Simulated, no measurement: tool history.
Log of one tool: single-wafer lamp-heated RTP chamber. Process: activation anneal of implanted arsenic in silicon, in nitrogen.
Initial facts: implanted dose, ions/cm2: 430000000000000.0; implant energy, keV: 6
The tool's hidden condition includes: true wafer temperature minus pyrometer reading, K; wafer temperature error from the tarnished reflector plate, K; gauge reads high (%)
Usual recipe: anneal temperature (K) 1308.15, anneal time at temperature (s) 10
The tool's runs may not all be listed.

run	day	anneal temperature (K)	anneal time at temperature (s)	wafers since the last listed run	wafers since the last pyrometer calibration	wafers since the reflector plate was cleaned	hours since the gauge calibration	read-back reference wafer on the same gauge, sheet resistance	sheet resistance of the implanted and annealed layer (ohm/square)
1	0	1308.15	10	0	6556	5613	72.4	213.17	251.41
2	1.042	1308.15	10	297	6853	5911	97.4	212.87	251.54
3	1.633	1308.15	10	169	7023	6080	111.6	212.97	252.67
4	2.146	1308.15	10	146	7169	6227	123.9	213.05	251.84
5	3.083	1308.15	10	268	7437	6495	146.4	213	251.27
6	4.062	1308.15	10	279	7717	6775	169.9	213.06	250.55
7	4.946	1308.15	10	252	7970	7027	191.1	213.18	250.79
# day 5.983: pyrometer window cleaned and pyrometer calibrated
8	6.354	1293.15	10	307	105	7335	224.9	212.91	261.58
9	7	1293.15	10	184	290	7519	240.4	213.05	261.59
# day 8.3: gauge calibrated
10	8.317	1308.15	7	376	666	7896	0.4	212.96	261.28
# day 9.729: reflector plate cleaned
11	9.75	1322.15	8	314	981	5	34.8	213.14	253.38
12	10.579	1319.15	8	237	1218	243	54.7	212.99	252.4
13	11.733	1322.15	7	330	1548	573	82.4	212.89	254.67
14	12.308	1332.15	15	164	1713	737	96.2	213.06	236.39
15	13.367	1327.15	12	302	2015	1040	121.6	213.02	241.92
16	14.471	1282.15	14	315	2331	1355	148.1	212.78	257.3

Expected results for the next run?
17	15.154	1308.15	12	195	2526	1551	164.5	?	?

Run 17 came out at read-back reference wafer on the same gauge, sheet resistance 213.1, sheet resistance of the implanted and annealed layer (ohm/square) 248.21.
Without the tool's hidden state the same run would have given sheet resistance of the implanted and annealed layer (ohm/square) 251.42.

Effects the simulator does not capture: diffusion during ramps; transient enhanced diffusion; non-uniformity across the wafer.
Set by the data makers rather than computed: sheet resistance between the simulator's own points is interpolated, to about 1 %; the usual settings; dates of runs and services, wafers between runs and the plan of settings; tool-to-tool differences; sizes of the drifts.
